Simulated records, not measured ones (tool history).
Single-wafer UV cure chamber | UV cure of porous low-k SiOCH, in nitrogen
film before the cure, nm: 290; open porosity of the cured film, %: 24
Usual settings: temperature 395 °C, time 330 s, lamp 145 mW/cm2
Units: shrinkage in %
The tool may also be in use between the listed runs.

| run | day | temperature | time | lamp | wafers since the last listed run | hours since the UV bulbs were replaced | wafers since the quartz window was cleaned | shrinkage |
|---|---|---|---|---|---|---|---|---|
| 1 | 0 | 395 | 435 | 145 | 0 | 1119.7 | 2774 | 15.234 |
| 2 | 0.975 | 391 | 330 | 163 | 229 | 1143.1 | 3003 | 14.668 |
| 3 | 1.633 | 395 | 330 | 145 | 154 | 1158.9 | 3158 | 14.061 |
| 4 | 3.467 | 395 | 330 | 145 | 431 | 1202.9 | 3590 | 14.279 |
| 5 | 4.121 | 395 | 330 | 145 | 153 | 1218.6 | 3744 | 14.02 |
| 6 | 4.983 | 395 | 330 | 145 | 203 | 1239.3 | 3947 | 13.877 |
|  | 5.879 | quartz window cleaned |
| 7 | 5.9 | 395 | 380 | 122 | 137 | 1261.3 | 5 | 13.855 |
| 8 | 7.071 | 395 | 380 | 122 | 275 | 1289.4 | 280 | 13.83 |
| 9 | 7.992 | 395 | 330 | 145 | 216 | 1311.5 | 497 | 13.961 |
| 10 | 8.538 | 395 | 415 | 177 | 128 | 1324.6 | 625 | 16.15 |
|  | 9.596 | UV bulbs replaced |
| 11 | 9.804 | 395 | 150 | 106 | 219 | 5 | 845 | 11.102 |
| 12 | 10.958 | 395 | 330 | 163 | 271 | 32.7 | 1117 | 16.712 |
| 13 | 14.217 | 406 | 330 | 181 | 766 | 110.9 | 1884 | 17.268 |
| 14 | 15.375 | 408 | 455 | 145 | 272 | 138.7 | 2156 | 17.52 |
| 15 | 16.642 | 382 | 410 | 163 | 298 | 169.1 | 2454 | 17.099 |

Forecast each of these 4 alternatives for the next run:
| A | 16.658 | 395 | 330 | 160 | 3 | 169.5 | 2458 | ? |
| B | 16.658 | 402 | 280 | 107 | 3 | 169.5 | 2458 | ? |
| C | 16.658 | 395 | 395 | 145 | 3 | 169.5 | 2458 | ? |
| D | 16.658 | 410 | 330 | 145 | 3 | 169.5 | 2458 | ? |

| run | shrinkage |
|---|---|
| A | 16.069 |
| B | 13.371 |
| C | 16.483 |
| D | 15.86 |
Without the tool's hidden state the same runs would have given:
| run | shrinkage |
|---|---|
| A | 16.963 |
| B | 14.237 |
| C | 17.378 |
| D | 16.752 |
